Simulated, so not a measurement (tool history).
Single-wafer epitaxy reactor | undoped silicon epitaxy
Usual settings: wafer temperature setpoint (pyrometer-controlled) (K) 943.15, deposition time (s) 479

run   hour  wafer temperature setpoint (pyrometer-controlled) (K)  deposition time (s)  wafers since the last listed run  hours since the last pyrometer calibration  hours since the gauge calibration  read-back reference wafer on the same gauge, thickness_nm  mean film thickness on the monitor wafer (angstrom)
  1    0.0                                                 943.15                  479                                 0                                      1316.5                              829.1                                                    129.389                                              1274.26
  2   73.6                                                 943.15                  479                               173                                      1390.1                              902.7                                                    129.724                                              1274.22
  3  145.8                                                 943.15                  479                               169                                      1462.3                              974.9                                                    129.832                                              1279.70
  4  252.7                                                 943.15                  479                               251                                      1569.2                             1081.8                                                    130.277                                              1287.35
  5  302.4                                                 943.15                  479                               116                                      1618.9                             1131.5                                                    130.506                                              1288.68
  6  374.7                                                 943.15                  479                               170                                      1691.2                             1203.8                                                    130.908                                              1295.67
  7  465.5                                                 932.15                  479                               213                                      1782.0                             1294.6                                                    131.198                                               999.22
  8  517.5                                                 932.15                  479                               122                                      1834.0                             1346.6                                                    131.501                                               999.15
  9  596.2                                                 943.15                  479                               185                                      1912.7                             1425.3                                                    131.723                                              1296.58
     626.8  -- gauge calibrated
 10  643.7                                                 943.15                  444                               111                                      1960.2                               16.9                                                    127.116                                              1166.28
 11  719.3                                                 943.15                  479                               177                                      2035.8                               92.5                                                    127.431                                              1259.41
 12  824.8                                                 943.15                  457                               248                                      2141.3                              198.0                                                    127.873                                              1197.05
 13  875.3                                                 943.15                  479                               118                                      2191.8                              248.5                                                    128.214                                              1265.35

Run 14 comes next. What will it give?
 14  936.2                                                 943.15                  570                               143                                      2252.7                              309.4                                                          ?                                                    ?

Run 14 gave read-back reference wafer on the same gauge, thickness_nm 128.240, mean film thickness on the monitor wafer (angstrom) 1508.63.
Without the tool's hidden state the same run would have given mean film thickness on the monitor wafer (angstrom) 1492.83.
